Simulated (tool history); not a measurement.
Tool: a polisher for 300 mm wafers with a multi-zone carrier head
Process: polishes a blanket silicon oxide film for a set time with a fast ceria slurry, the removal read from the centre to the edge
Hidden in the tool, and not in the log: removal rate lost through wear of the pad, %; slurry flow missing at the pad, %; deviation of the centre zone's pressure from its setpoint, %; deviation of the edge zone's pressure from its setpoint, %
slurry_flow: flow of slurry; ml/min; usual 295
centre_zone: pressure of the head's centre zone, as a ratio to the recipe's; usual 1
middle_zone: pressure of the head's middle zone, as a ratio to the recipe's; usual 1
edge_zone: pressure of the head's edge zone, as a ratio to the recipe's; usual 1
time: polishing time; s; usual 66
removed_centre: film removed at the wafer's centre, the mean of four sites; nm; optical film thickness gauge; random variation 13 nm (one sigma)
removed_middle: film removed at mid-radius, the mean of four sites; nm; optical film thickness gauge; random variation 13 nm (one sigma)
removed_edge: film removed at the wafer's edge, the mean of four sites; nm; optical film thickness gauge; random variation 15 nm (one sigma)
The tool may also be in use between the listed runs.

| run | hour | slurry_flow | centre_zone | middle_zone | edge_zone | time | wafers since the last listed run | wafers polished on this pad | hours since the slurry nozzle was cleaned | hours since the centre zone pressure was calibrated | hours since the edge zone pressure was calibrated | hours since the carrier head's membrane was replaced | incoming thickness of the incoming film, nm | removed_centre | removed_middle | removed_edge |
|---|---|---|---|---|---|---|---|---|---|---|---|---|---|---|---|---|
| 1 | 0 | 295 | 1 | 1 | 1 | 66 | 0 | 3135 | 359.5 | 163 | 347.4 | 692.5 | 3194.1 | 1300 | 1340.3 | 1266.6 |
|  | 10.8 | worn pad replaced by a new one |
| 2 | 45.5 | 295 | 1 | 1 | 1 | 66 | 390 | 326 | 405 | 208.5 | 392.9 | 738 | 3163.1 | 1306.9 | 1338 | 1289 |
| 3 | 119 | 295 | 1 | 1 | 1 | 66 | 691 | 1017 | 478.5 | 282 | 466.4 | 811.5 | 3145.6 | 1289.7 | 1335 | 1274.7 |
| 4 | 204.1 | 295 | 1 | 1 | 1 | 66 | 800 | 1818 | 563.6 | 367.1 | 551.5 | 896.6 | 3149.2 | 1279.7 | 1334.4 | 1287.9 |
|  | 280.4 | slurry nozzle cleaned |
| 5 | 280.9 | 295 | 1 | 1.08 | 1 | 66 | 712 | 2531 | 0.5 | 443.9 | 628.3 | 973.4 | 3150.9 | 1292.3 | 1426.2 | 1258 |
|  | 294.3 | worn pad replaced by a new one |
| 6 | 374.5 | 370 | 1 | 1 | 1 | 66 | 842 | 754 | 94.1 | 537.5 | 721.9 | 1067 | 3140.5 | 1280.1 | 1357.7 | 1301.3 |
| 7 | 443.3 | 295 | 1.04 | 0.97 | 1 | 66 | 647 | 1401 | 162.9 | 606.3 | 790.7 | 1135.8 | 3131.7 | 1261.6 | 1303.6 | 1266.6 |
| 8 | 480.2 | 295 | 1 | 1 | 1 | 66 | 347 | 1748 | 199.8 | 643.2 | 827.6 | 1172.7 | 3117 | 1243.5 | 1325.3 | 1265.6 |
|  | 495.7 | edge zone pressure recalibrated |
| 9 | 532.3 | 350 | 1 | 0.91 | 0.92 | 88 | 471 | 2219 | 251.9 | 695.3 | 36.6 | 1224.8 | 3092.9 | 1705.1 | 1629 | 1607 |
| 10 | 590.6 | 295 | 1 | 1.12 | 1 | 66 | 548 | 2767 | 310.2 | 753.6 | 94.9 | 1283.1 | 3121.7 | 1242.5 | 1439.8 | 1297.2 |
|  | 594.9 | worn pad replaced by a new one |
| 11 | 627.7 | 295 | 1.09 | 1 | 1 | 87 | 311 | 308 | 347.3 | 790.7 | 132 | 1320.2 | 3104.1 | 1731.9 | 1761.3 | 1679.9 |
| 12 | 712 | 295 | 1 | 0.95 | 1 | 66 | 792 | 1101 | 431.6 | 875 | 216.3 | 1404.5 | 3165.4 | 1226.6 | 1253.6 | 1275.6 |
|  | 739.7 | centre zone pressure recalibrated |
| 13 | 805.4 | 390 | 1 | 0.97 | 1.04 | 66 | 859 | 1961 | 525 | 65.7 | 309.7 | 1497.9 | 3151.3 | 1316.6 | 1332 | 1314.3 |
| 14 | 847.1 | 295 | 1 | 1.07 | 1 | 66 | 392 | 2353 | 566.7 | 107.4 | 351.4 | 1539.6 | 3151.2 | 1304.5 | 1411.8 | 1256.9 |
|  | 892.4 | carrier head's membrane replaced by a new one |
| 15 | 896.1 | 295 | 1 | 0.94 | 1 | 77 | 413 | 2767 | 615.7 | 156.4 | 400.4 | 3.7 | 3194.6 | 1510.4 | 1456.9 | 1496.3 |
|  | 921.9 | worn pad replaced by a new one |
| 16 | 966.4 | 250 | 1 | 0.88 | 1 | 66 | 623 | 418 | 686 | 226.7 | 470.7 | 74 | 3143.5 | 1256.9 | 1151.4 | 1236.1 |
|  | 996.6 | slurry nozzle cleaned |
| 17 | 1017.6 | 295 | 1 | 1 | 1 | 66 | 472 | 891 | 21 | 277.9 | 521.9 | 125.2 | 3165 | 1285.1 | 1343.7 | 1266.6 |
| 18 | 1097.4 | 295 | 1 | 1 | 1 | 66 | 750 | 1641 | 100.8 | 357.7 | 601.7 | 205 | 3127.1 | 1283 | 1317.4 | 1281.2 |
| 19 | 1200.8 | 195 | 1 | 1 | 1 | 66 | 972 | 2614 | 204.2 | 461.1 | 705.1 | 308.4 | 3168 | 1202.9 | 1268.1 | 1235 |
| 20 | 1251.7 | 220 | 1 | 1 | 1 | 66 | 478 | 3092 | 255.1 | 512 | 756 | 359.3 | 3104.1 | 1223.3 | 1288.9 | 1248.2 |
|  | 1275.1 | worn pad replaced by a new one |
| 21 | 1349.6 | 295 | 0.93 | 1.06 | 1.12 | 66 | 883 | 701 | 353 | 609.9 | 853.9 | 457.2 | 3095.5 | 1210.7 | 1394.4 | 1339.4 |

Forecast each of these 5 alternatives for the next run:
| A | 1350 | 295 | 1 | 1 | 0.97 | 66 | 3 | 704 | 353.4 | 610.3 | 854.3 | 457.6 | 3146.4 | ? | ? | ? |
| B | 1350 | 295 | 1.03 | 1 | 0.92 | 43 | 3 | 704 | 353.4 | 610.3 | 854.3 | 457.6 | 3146.4 | ? | ? | ? |
| C | 1350 | 295 | 0.89 | 1.05 | 1 | 66 | 3 | 704 | 353.4 | 610.3 | 854.3 | 457.6 | 3146.4 | ? | ? | ? |
| D | 1350 | 215 | 1 | 1 | 0.91 | 77 | 3 | 704 | 353.4 | 610.3 | 854.3 | 457.6 | 3146.4 | ? | ? | ? |
| E | 1350 | 295 | 1.04 | 1 | 1 | 66 | 3 | 704 | 353.4 | 610.3 | 854.3 | 457.6 | 3146.4 | ? | ? | ? |

| run | removed_centre | removed_middle | removed_edge |
|---|---|---|---|
| A | 1250.2 | 1303 | 1243.8 |
| B | 827.9 | 848.9 | 790.8 |
| C | 1175 | 1358.3 | 1261 |
| D | 1408.6 | 1473.1 | 1375.9 |
| E | 1277.6 | 1302.8 | 1261.8 |
Without the tool's hidden state the same runs would have given:
| run | removed_centre | removed_middle | removed_edge |
|---|---|---|---|
| A | 1293.3 | 1302.8 | 1243.8 |
| B | 856.5 | 848.7 | 790.8 |
| C | 1215.8 | 1358.1 | 1261 |
| D | 1457.2 | 1472.9 | 1375.9 |
| E | 1321.6 | 1302.5 | 1261.8 |
